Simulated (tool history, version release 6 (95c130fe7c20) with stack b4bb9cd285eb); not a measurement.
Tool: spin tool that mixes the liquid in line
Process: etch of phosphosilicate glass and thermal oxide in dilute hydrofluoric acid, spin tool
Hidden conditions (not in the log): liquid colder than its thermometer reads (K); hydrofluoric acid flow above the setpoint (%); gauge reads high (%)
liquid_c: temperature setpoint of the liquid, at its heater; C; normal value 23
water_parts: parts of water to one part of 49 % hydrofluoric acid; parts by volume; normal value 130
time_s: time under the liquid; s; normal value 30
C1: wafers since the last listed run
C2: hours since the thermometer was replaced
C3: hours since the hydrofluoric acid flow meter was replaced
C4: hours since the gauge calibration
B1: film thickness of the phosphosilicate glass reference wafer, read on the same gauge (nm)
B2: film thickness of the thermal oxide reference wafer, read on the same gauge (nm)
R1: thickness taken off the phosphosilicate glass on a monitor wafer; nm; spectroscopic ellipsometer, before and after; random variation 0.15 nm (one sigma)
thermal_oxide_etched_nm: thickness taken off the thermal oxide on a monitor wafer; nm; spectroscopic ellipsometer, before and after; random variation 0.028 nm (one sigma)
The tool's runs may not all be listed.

Run 1, hour 0: usual settings but water_parts 145 parts by volume; C1 0; C2 1464.5; C3 33.3; C4 285.2; B1 90.02; B2 130.013. Result: R1 22.69 nm, thermal_oxide_etched_nm 0.954 nm.
Run 2, hour 29.2: usual settings but time_s 45 s; C1 266; C2 1493.7; C3 62.5; C4 314.4; B1 89.99; B2 129.988. Result: R1 38.8 nm, thermal_oxide_etched_nm 1.623 nm.
Run 3, hour 50: usual settings but water_parts 180 parts by volume; C1 190; C2 1514.5; C3 83.3; C4 335.2; B1 90.01; B2 129.985. Result: R1 17.76 nm, thermal_oxide_etched_nm 0.769 nm.
Run 4, hour 79.3: usual settings but water_parts 180 parts by volume; C1 267; C2 1543.8; C3 112.6; C4 364.5; B1 90; B2 130.007. Result: R1 17.76 nm, thermal_oxide_etched_nm 0.762 nm.
At hour 85.9: hydrofluoric acid flow meter replaced, repeated, since the last time left the tool worse.
Run 5, hour 102.7: usual settings but water_parts 180 parts by volume; C1 204; C2 1567.2; C3 16.8; C4 387.9; B1 89.97; B2 129.991. Result: R1 15.29 nm, thermal_oxide_etched_nm 0.706 nm.
Run 6, hour 130.8: usual settings but water_parts 80 parts by volume; C1 256; C2 1595.3; C3 44.9; C4 416; B1 90; B2 130.057. Result: R1 38.93 nm, thermal_oxide_etched_nm 1.689 nm.
At hour 161.9: gauge calibrated.
Run 7, hour 166.2: usual settings; C1 323; C2 1630.7; C3 80.3; C4 4.3; B1 89.98; B2 130.049. Result: R1 22.68 nm, thermal_oxide_etched_nm 1.008 nm.
Run 8, hour 202.2: usual settings but liquid_c 19.5 C, time_s 45 s; C1 328; C2 1666.7; C3 116.3; C4 40.3; B1 89.95; B2 129.981. Result: R1 29.44 nm, thermal_oxide_etched_nm 1.241 nm.
Run 9, hour 225.3: usual settings; C1 211; C2 1689.8; C3 139.4; C4 63.4; B1 90.01; B2 130.021. Result: R1 22.68 nm, thermal_oxide_etched_nm 0.941 nm.
Run 10, hour 246.1: usual settings but liquid_c 27.5 C, water_parts 105 parts by volume, time_s 35 s; C1 190; C2 1710.6; C3 160.2; C4 84.2; B1 89.97; B2 130.008. Result: R1 40.09 nm, thermal_oxide_etched_nm 1.668 nm.
At hour 251: thermometer replaced.
Run 11, hour 297.7: usual settings; C1 462; C2 46.7; C3 211.8; C4 135.8; B1 89.99; B2 130.029. Result: R1 22.7 nm, thermal_oxide_etched_nm 0.956 nm.
Run 12, hour 325.4: usual settings but water_parts 95 parts by volume, time_s 25 s; C1 253; C2 74.4; C3 239.5; C4 163.5; B1 89.98; B2 130.007. Result: R1 27.44 nm, thermal_oxide_etched_nm 1.174 nm.
Run 13, hour 352.2: usual settings but liquid_c 21.5 C, water_parts 75 parts by volume, time_s 45 s; C1 244; C2 101.2; C3 266.3; C4 190.3; B1 90.02; B2 129.931. Result: R1 59.55 nm, thermal_oxide_etched_nm 2.614 nm.
Run 14, hour 371.7: usual settings but liquid_c 20 C; C1 178; C2 120.7; C3 285.8; C4 209.8; B1 90; B2 129.957. Result: R1 20.46 nm, thermal_oxide_etched_nm 0.876 nm.
Run 15, hour 394: usual settings but water_parts 65 parts by volume; C1 203; C2 143; C3 308.1; C4 232.1; B1 90.04; B2 129.972. Result: R1 49.42 nm, thermal_oxide_etched_nm 2.131 nm.
Run 16, hour 423.3: usual settings but liquid_c 24.5 C, water_parts 65 parts by volume, time_s 20 s; C1 267; C2 172.3; C3 337.4; C4 261.4; B1 89.99; B2 130.01. Result: R1 35.29 nm, thermal_oxide_etched_nm 1.443 nm.
Run 17, hour 457.8: usual settings but time_s 25 s; C1 315; C2 206.8; C3 371.9; C4 295.9; B1 90.01; B2 130. Result: R1 19.2 nm, thermal_oxide_etched_nm 0.819 nm.
Run 18, hour 481.4: usual settings; C1 215; C2 230.4; C3 395.5; C4 319.5; B1 89.98; B2 130.044. Result: R1 22.91 nm, thermal_oxide_etched_nm 0.935 nm.
Run 19, hour 509.9: usual settings but liquid_c 25.5 C, time_s 35 s; C1 260; C2 258.9; C3 424; C4 348; B1 89.97; B2 130.034. Result: R1 29.31 nm, thermal_oxide_etched_nm 1.317 nm.
Run 20, hour 545.3: usual settings but liquid_c 24.5 C, water_parts 175 parts by volume, time_s 15 s; C1 323; C2 294.3; C3 459.4; C4 383.4; B1 89.99; B2 130.045. Result: R1 8.62 nm, thermal_oxide_etched_nm 0.361 nm.
Run 21, hour 557.7: usual settings; C1 113; C2 306.7; C3 471.8; C4 395.8; B1 89.99; B2 130.012. Result: R1 23.19 nm, thermal_oxide_etched_nm 0.98 nm.
Run 22, hour 577.8: usual settings but liquid_c 18.5 C, water_parts 80 parts by volume, time_s 25 s; C1 183; C2 326.8; C3 491.9; C4 415.9; B1 90; B2 129.992. Result: R1 27.41 nm, thermal_oxide_etched_nm 1.211 nm.
Run 23, hour 595.8: usual settings but liquid_c 21.5 C, water_parts 75 parts by volume, time_s 45 s; C1 164; C2 344.8; C3 509.9; C4 433.9; B1 90.01; B2 130.015. Result: R1 60.05 nm, thermal_oxide_etched_nm 2.486 nm.
Run 24, hour 624.3: usual settings but liquid_c 20.5 C; C1 260; C2 373.3; C3 538.4; C4 462.4; B1 90.01; B2 129.999. Result: R1 20.91 nm, thermal_oxide_etched_nm 0.909 nm.
Run 25, hour 641.1: usual settings but liquid_c 25 C, water_parts 170 parts by volume, time_s 20 s; C1 153; C2 390.1; C3 555.2; C4 479.2; B1 89.99; B2 129.959. Result: R1 12.17 nm, thermal_oxide_etched_nm 0.536 nm.

Give the tool's hidden conditions for every run:
liquid colder than its thermometer reads (K): 0 across all the runs
gauge reads high (%): 0 across all the runs
H1: hydrofluoric acid flow above the setpoint (%)
run    H1
  1  15.2
  2  15.3
  3  15.4
  4  15.6
  5  1.77
  6   1.9
  7  2.07
  8  2.24
  9  2.35
 10  2.45
 11   2.7
 12  2.83
 13  2.96
 14  3.06
 15  3.16
 16   3.3
 17  3.47
 18  3.58
 19  3.72
 20  3.89
 21  3.95
 22  4.04
 23  4.13
 24  4.27
 25  4.35
